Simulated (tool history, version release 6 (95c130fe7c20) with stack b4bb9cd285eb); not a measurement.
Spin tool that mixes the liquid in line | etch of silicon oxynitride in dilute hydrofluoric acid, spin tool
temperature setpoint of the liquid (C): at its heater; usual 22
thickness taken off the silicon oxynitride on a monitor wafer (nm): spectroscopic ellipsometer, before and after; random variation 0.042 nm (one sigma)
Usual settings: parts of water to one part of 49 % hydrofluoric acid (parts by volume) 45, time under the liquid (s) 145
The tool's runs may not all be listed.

| run | hour | temperature setpoint of the liquid (C) | parts of water to one part of 49 % hydrofluoric acid (parts by volume) | time under the liquid (s) | wafers since the last listed run | hours since the thermometer was replaced | hours since the hydrofluoric acid flow meter was replaced | hours since the gauge calibration | read-back film thickness of the silicon oxynitride reference wafer, read on the same gauge (nm) | thickness taken off the silicon oxynitride on a monitor wafer (nm) |
|---|---|---|---|---|---|---|---|---|---|---|
| 1 | 0 | 22 | 40 | 145 | 0 | 2660.9 | 1136.6 | 159.3 | 39.99 | 8.37 |
| 2 | 12.9 | 22 | 45 | 145 | 116 | 2673.8 | 1149.5 | 172.2 | 39.98 | 7.43 |
| 3 | 36.6 | 22 | 45 | 145 | 213 | 2697.5 | 1173.2 | 195.9 | 40.01 | 7.38 |
| 4 | 63.4 | 22 | 45 | 145 | 241 | 2724.3 | 1200 | 222.7 | 39.95 | 7.4 |
| 5 | 88.2 | 22 | 45 | 85 | 223 | 2749.1 | 1224.8 | 247.5 | 40 | 4.38 |
| 6 | 104.3 | 22 | 45 | 85 | 144 | 2765.2 | 1240.9 | 263.6 | 39.98 | 4.34 |
| 7 | 126.8 | 21 | 40 | 145 | 202 | 2787.7 | 1263.4 | 286.1 | 40.03 | 7.99 |
| 8 | 162.6 | 22 | 45 | 145 | 322 | 2823.5 | 1299.2 | 321.9 | 40.05 | 7.51 |
| 9 | 184.9 | 22 | 45 | 145 | 200 | 2845.8 | 1321.5 | 344.2 | 39.97 | 7.44 |
| 10 | 204.5 | 22 | 45 | 145 | 176 | 2865.4 | 1341.1 | 363.8 | 39.97 | 7.47 |
| 11 | 237.8 | 22 | 45 | 145 | 299 | 2898.7 | 1374.4 | 397.1 | 39.98 | 7.56 |
|  | 257.7 | gauge calibrated |
| 12 | 263.9 | 22 | 45 | 145 | 234 | 2924.8 | 1400.5 | 6.2 | 40.02 | 7.51 |
| 13 | 277.4 | 22 | 45 | 145 | 121 | 2938.3 | 1414 | 19.7 | 39.96 | 7.51 |
| 14 | 295.1 | 22 | 45 | 145 | 159 | 2956 | 1431.7 | 37.4 | 40.01 | 7.48 |
| 15 | 346.7 | 22 | 60 | 85 | 464 | 3007.6 | 1483.3 | 89 | 40 | 3.29 |
|  | 360.4 | hydrofluoric acid flow meter replaced |
| 16 | 371.7 | 17.5 | 45 | 90 | 215 | 3032.6 | 11.3 | 114 | 40.01 | 3.9 |
| 17 | 392 | 17.5 | 45 | 190 | 182 | 3052.9 | 31.6 | 134.3 | 40.03 | 8.25 |
|  | 401 | thermometer replaced |
|  | 446.9 | hydrofluoric acid flow meter replaced, repeated, since the last time left the tool worse |
| 18 | 492.4 | 22 | 45 | 85 | 885 | 91.4 | 45.5 | 234.7 | 39.99 | 4.04 |
| 19 | 518.3 | 22 | 45 | 145 | 233 | 117.3 | 71.4 | 260.6 | 39.98 | 6.95 |
| 20 | 538.9 | 22 | 45 | 230 | 185 | 137.9 | 92 | 281.2 | 40.02 | 11.19 |
| 21 | 573.4 | 22 | 45 | 145 | 310 | 172.4 | 126.5 | 315.7 | 39.97 | 6.96 |
| 22 | 598.6 | 22 | 35 | 145 | 226 | 197.6 | 151.7 | 340.9 | 39.98 | 9.1 |
|  | 622.6 | gauge calibrated |
| 23 | 624.5 | 27 | 30 | 145 | 233 | 223.5 | 177.6 | 1.9 | 39.98 | 13.53 |
| 24 | 647.7 | 23.5 | 65 | 145 | 208 | 246.7 | 200.8 | 25.1 | 39.98 | 5.14 |
| 25 | 674.8 | 26 | 60 | 145 | 243 | 273.8 | 227.9 | 52.2 | 40.02 | 6.34 |
| 26 | 687.8 | 22 | 45 | 145 | 116 | 286.8 | 240.9 | 65.2 | 39.96 | 7.02 |
| 27 | 720.2 | 22 | 25 | 145 | 291 | 319.2 | 273.3 | 97.6 | 40.07 | 12.84 |

Hidden state or all else? Some run-to-run changes of thickness taken off the silicon oxynitride on a monitor wafer (nm), split into what the settings, what came in and random variation would give without the hidden state, and what is left for the hidden state (with any gauge scatter that isn't in both results):
The hidden state here: liquid colder than its thermometer reads (K); hydrofluoric acid flow above the setpoint (%); gauge reads high (%).
Run 16 -> 17: time under the liquid (s) 90 -> 190. thickness taken off the silicon oxynitride on a monitor wafer (nm) +4.35: hidden state +0.59, all else +3.76.
Run 17 -> 18: temperature setpoint of the liquid (C) 17.5 -> 22, time under the liquid (s) 190 -> 85, thermometer replaced, hydrofluoric acid flow meter replaced, repeated, since the last time left the tool worse. thickness taken off the silicon oxynitride on a monitor wafer (nm) -4.21: hidden state -1.07, all else -3.14.
Run 23 -> 24: temperature setpoint of the liquid (C) 27 -> 23.5, parts of water to one part of 49 % hydrofluoric acid (parts by volume) 30 -> 65. thickness taken off the silicon oxynitride on a monitor wafer (nm) -8.39: hidden state -0.13, all else -8.26.
Run 26 -> 27: parts of water to one part of 49 % hydrofluoric acid (parts by volume) 45 -> 25. thickness taken off the silicon oxynitride on a monitor wafer (nm) +5.82: hidden state +0.14, all else +5.68.
